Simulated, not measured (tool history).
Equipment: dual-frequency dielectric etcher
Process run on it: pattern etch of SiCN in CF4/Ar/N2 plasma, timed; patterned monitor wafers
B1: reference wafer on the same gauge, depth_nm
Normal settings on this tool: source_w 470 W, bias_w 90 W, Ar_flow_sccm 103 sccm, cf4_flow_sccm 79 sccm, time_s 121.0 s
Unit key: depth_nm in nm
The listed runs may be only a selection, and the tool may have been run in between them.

run 1 hour=0.0 | source_w=510 bias_w=90 Ar_flow_sccm=103 cf4_flow_sccm=79 time_s=121.0 | B1=139.0 | depth_nm=141.4
run 2 hour=7.8 | source_w=510 bias_w=90 Ar_flow_sccm=103 cf4_flow_sccm=79 time_s=121.0 | B1=139.1 | depth_nm=141.1
run 3 hour=22.0 | source_w=510 bias_w=90 Ar_flow_sccm=103 cf4_flow_sccm=79 time_s=121.0 | B1=139.1 | depth_nm=141.6
run 4 hour=28.5 | source_w=470 bias_w=90 Ar_flow_sccm=112 cf4_flow_sccm=79 time_s=121.0 | B1=139.0 | depth_nm=129.1
run 5 hour=46.3 | source_w=470 bias_w=90 Ar_flow_sccm=103 cf4_flow_sccm=66 time_s=121.0 | B1=139.0 | depth_nm=124.9
run 6 hour=56.5 | source_w=470 bias_w=107 Ar_flow_sccm=103 cf4_flow_sccm=79 time_s=121.0 | B1=139.0 | depth_nm=141.7
run 7 hour=63.7 | source_w=470 bias_w=107 Ar_flow_sccm=103 cf4_flow_sccm=79 time_s=121.0 | B1=139.0 | depth_nm=141.7
run 8 hour=72.8 | source_w=470 bias_w=90 Ar_flow_sccm=103 cf4_flow_sccm=79 time_s=121.0 | B1=139.0 | depth_nm=130.0
-- hour=82.4 source power generator calibrated
-- hour=87.2 CF4 flow controller replaced
-- hour=94.9 bias power generator calibrated
-- hour=98.9 upper electrode replaced
-- hour=106.1 gauge calibrated
-- hour=111.8 Ar flow controller replaced
-- hour=121.4 wet clean of the chamber
run 9 hour=121.9 | source_w=470 bias_w=90 Ar_flow_sccm=103 cf4_flow_sccm=79 time_s=92.0 | B1=139.0 | depth_nm=97.0
run 10 hour=122.2 | source_w=470 bias_w=90 Ar_flow_sccm=77 cf4_flow_sccm=79 time_s=121.0 | B1=139.0 | depth_nm=129.8
run 11 hour=122.6 | source_w=470 bias_w=107 Ar_flow_sccm=103 cf4_flow_sccm=79 time_s=121.0 | B1=139.0 | depth_nm=138.5
run 12 hour=122.9 | source_w=470 bias_w=90 Ar_flow_sccm=103 cf4_flow_sccm=79 time_s=110.5 | B1=139.0 | depth_nm=116.4

Expected results for the next run?
run 13 hour=131.5 | source_w=470 bias_w=90 Ar_flow_sccm=103 cf4_flow_sccm=79 time_s=132.0 | B1=? | depth_nm=?

For run 13 the tool returned B1 139.0, depth_nm 139.1 nm.
With the hidden condition absent and the run-to-run variation left alone, this run would have shown depth_nm 138.7 nm.
